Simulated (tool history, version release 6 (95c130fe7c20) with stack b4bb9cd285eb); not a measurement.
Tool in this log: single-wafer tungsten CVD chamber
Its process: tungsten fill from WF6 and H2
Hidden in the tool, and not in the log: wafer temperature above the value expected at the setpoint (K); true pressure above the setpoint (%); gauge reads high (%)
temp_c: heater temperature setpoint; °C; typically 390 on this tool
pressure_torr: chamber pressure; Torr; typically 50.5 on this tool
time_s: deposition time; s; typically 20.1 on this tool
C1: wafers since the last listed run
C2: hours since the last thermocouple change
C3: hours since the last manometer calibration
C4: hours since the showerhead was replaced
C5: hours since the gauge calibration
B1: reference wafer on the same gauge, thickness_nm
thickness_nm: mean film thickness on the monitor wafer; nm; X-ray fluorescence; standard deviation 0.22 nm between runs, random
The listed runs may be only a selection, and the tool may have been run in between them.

run 1 day=0.000 | temp_c=390 pressure_torr=57.8 time_s=20.1 | C1=0 C2=2814.4 C3=1934.6 C4=5888.8 C5=349.7 | B1=53.334 | thickness_nm=65.758
run 2 day=0.504 | temp_c=390 pressure_torr=57.8 time_s=20.1 | C1=331 C2=2826.5 C3=1946.7 C4=5900.9 C5=361.8 | B1=53.415 | thickness_nm=65.730
-- day=1.342 capacitance manometer re-zeroed and calibrated
run 3 day=1.667 | temp_c=390 pressure_torr=50.5 time_s=20.1 | C1=544 C2=2854.4 C3=7.8 C4=5928.8 C5=389.7 | B1=53.355 | thickness_nm=64.261
run 4 day=2.392 | temp_c=390 pressure_torr=50.5 time_s=20.1 | C1=476 C2=2871.8 C3=25.2 C4=5946.2 C5=407.1 | B1=53.380 | thickness_nm=63.703
run 5 day=3.379 | temp_c=390 pressure_torr=50.5 time_s=20.1 | C1=648 C2=2895.5 C3=48.9 C4=5969.9 C5=430.8 | B1=53.342 | thickness_nm=63.874
run 6 day=4.138 | temp_c=390 pressure_torr=50.5 time_s=20.1 | C1=498 C2=2913.7 C3=67.1 C4=5988.1 C5=449.0 | B1=53.440 | thickness_nm=63.415
run 7 day=4.933 | temp_c=390 pressure_torr=50.5 time_s=20.1 | C1=522 C2=2932.8 C3=86.2 C4=6007.2 C5=468.1 | B1=53.408 | thickness_nm=63.286
run 8 day=6.300 | temp_c=390 pressure_torr=50.5 time_s=20.1 | C1=897 C2=2965.6 C3=119.0 C4=6040.0 C5=500.9 | B1=53.400 | thickness_nm=63.066
run 9 day=7.412 | temp_c=390 pressure_torr=50.5 time_s=20.1 | C1=730 C2=2992.3 C3=145.7 C4=6066.7 C5=527.6 | B1=53.402 | thickness_nm=63.134
run 10 day=8.267 | temp_c=390 pressure_torr=50.5 time_s=23.8 | C1=561 C2=3012.8 C3=166.2 C4=6087.2 C5=548.1 | B1=53.421 | thickness_nm=74.401
run 11 day=8.775 | temp_c=395 pressure_torr=50.5 time_s=22.5 | C1=333 C2=3025.0 C3=178.4 C4=6099.4 C5=560.3 | B1=53.365 | thickness_nm=76.569
run 12 day=9.646 | temp_c=377 pressure_torr=40.6 time_s=16.8 | C1=572 C2=3045.9 C3=199.3 C4=6120.3 C5=581.2 | B1=53.375 | thickness_nm=37.084
run 13 day=10.250 | temp_c=384 pressure_torr=50.5 time_s=16.9 | C1=396 C2=3060.4 C3=213.8 C4=6134.8 C5=595.7 | B1=53.452 | thickness_nm=47.553
-- day=11.188 thermocouple changed; heater temperature recalibrated
run 14 day=14.708 | temp_c=378 pressure_torr=50.5 time_s=23.7 | C1=2710 C2=84.5 C3=320.8 C4=6241.8 C5=702.7 | B1=53.376 | thickness_nm=57.177
-- day=15.254 gauge calibrated
run 15 day=15.308 | temp_c=402 pressure_torr=59.9 time_s=23.1 | C1=394 C2=98.9 C3=335.2 C4=6256.2 C5=1.3 | B1=53.360 | thickness_nm=92.040
run 16 day=16.683 | temp_c=390 pressure_torr=50.5 time_s=20.1 | C1=903 C2=131.9 C3=368.2 C4=6289.2 C5=34.3 | B1=53.362 | thickness_nm=60.126
run 17 day=18.175 | temp_c=397 pressure_torr=38.3 time_s=20.1 | C1=980 C2=167.7 C3=404.0 C4=6325.0 C5=70.1 | B1=53.358 | thickness_nm=57.482
run 18 day=19.083 | temp_c=396 pressure_torr=60.6 time_s=17.4 | C1=596 C2=189.5 C3=425.8 C4=6346.8 C5=91.9 | B1=53.376 | thickness_nm=63.485
run 19 day=19.904 | temp_c=390 pressure_torr=50.5 time_s=23.7 | C1=539 C2=209.2 C3=445.5 C4=6366.5 C5=111.6 | B1=53.353 | thickness_nm=71.363
-- day=21.375 showerhead replaced
run 20 day=21.396 | temp_c=376 pressure_torr=42.3 time_s=21.6 | C1=761 C2=245.0 C3=481.3 C4=0.5 C5=147.4 | B1=53.411 | thickness_nm=45.828
run 21 day=22.700 | temp_c=390 pressure_torr=57.8 time_s=20.1 | C1=856 C2=276.3 C3=512.6 C4=31.8 C5=178.7 | B1=53.396 | thickness_nm=64.957
run 22 day=23.500 | temp_c=384 pressure_torr=50.5 time_s=22.9 | C1=525 C2=295.5 C3=531.8 C4=51.0 C5=197.9 | B1=53.444 | thickness_nm=62.115
run 23 day=24.021 | temp_c=390 pressure_torr=50.5 time_s=20.1 | C1=342 C2=308.0 C3=544.3 C4=63.5 C5=210.4 | B1=53.371 | thickness_nm=60.576
run 24 day=25.425 | temp_c=390 pressure_torr=40.9 time_s=21.6 | C1=922 C2=341.7 C3=578.0 C4=97.2 C5=244.1 | B1=53.370 | thickness_nm=57.600
run 25 day=26.779 | temp_c=390 pressure_torr=60.5 time_s=20.1 | C1=889 C2=374.2 C3=610.5 C4=129.7 C5=276.6 | B1=53.416 | thickness_nm=66.193
run 26 day=28.196 | temp_c=390 pressure_torr=50.5 time_s=20.1 | C1=930 C2=408.2 C3=644.5 C4=163.7 C5=310.6 | B1=53.410 | thickness_nm=60.334
run 27 day=28.788 | temp_c=396 pressure_torr=40.5 time_s=17.9 | C1=388 C2=422.4 C3=658.7 C4=177.9 C5=324.8 | B1=53.342 | thickness_nm=52.344
run 28 day=29.379 | temp_c=395 pressure_torr=50.5 time_s=20.1 | C1=388 C2=436.6 C3=672.9 C4=192.1 C5=339.0 | B1=53.459 | thickness_nm=65.554
run 29 day=30.100 | temp_c=390 pressure_torr=50.5 time_s=20.1 | C1=473 C2=453.9 C3=690.2 C4=209.4 C5=356.3 | B1=53.339 | thickness_nm=60.414
run 30 day=31.212 | temp_c=385 pressure_torr=50.5 time_s=20.1 | C1=730 C2=480.6 C3=716.9 C4=236.1 C5=383.0 | B1=53.412 | thickness_nm=55.557
run 31 day=31.983 | temp_c=380 pressure_torr=55.2 time_s=18.2 | C1=506 C2=499.1 C3=735.4 C4=254.6 C5=401.5 | B1=53.335 | thickness_nm=48.407
run 32 day=32.642 | temp_c=380 pressure_torr=43.3 time_s=18.5 | C1=432 C2=514.9 C3=751.2 C4=270.4 C5=417.3 | B1=53.344 | thickness_nm=42.860
run 33 day=33.554 | temp_c=390 pressure_torr=56.5 time_s=23.6 | C1=599 C2=536.8 C3=773.1 C4=292.3 C5=439.2 | B1=53.409 | thickness_nm=75.182
run 34 day=34.075 | temp_c=390 pressure_torr=50.5 time_s=18.5 | C1=342 C2=549.3 C3=785.6 C4=304.8 C5=451.7 | B1=53.307 | thickness_nm=55.592

How would selected steps in thickness_nm from run to run divide? Give the signed amount a tool lacking its hidden state would still show from settings, what came in and random variation, and the signed amount left for the hidden state, including any gauge scatter that is not in both of the compared results.
Run 2 -> 3: pressure_torr 57.8 -> 50.5, capacitance manometer re-zeroed and calibrated. thickness_nm -1.469 nm: hidden state +2.379, all else -3.848.
Run 11 -> 12: temp_c 395 -> 377, pressure_torr 50.5 -> 40.6, time_s 22.5 -> 16.8. thickness_nm -39.485 nm: hidden state -1.333, all else -38.152.
Run 13 -> 14: temp_c 384 -> 378, time_s 16.9 -> 23.7, thermocouple changed; heater temperature recalibrated. thickness_nm +9.624 nm: hidden state -2.402, all else +12.026.
Run 14 -> 15: temp_c 378 -> 402, pressure_torr 50.5 -> 59.9, time_s 23.7 -> 23.1, gauge calibrated. thickness_nm +34.863 nm: hidden state -0.454, all else +35.317.
Run 32 -> 33: temp_c 380 -> 390, pressure_torr 43.3 -> 56.5, time_s 18.5 -> 23.6. thickness_nm +32.322 nm: hidden state -0.102, all else +32.424.

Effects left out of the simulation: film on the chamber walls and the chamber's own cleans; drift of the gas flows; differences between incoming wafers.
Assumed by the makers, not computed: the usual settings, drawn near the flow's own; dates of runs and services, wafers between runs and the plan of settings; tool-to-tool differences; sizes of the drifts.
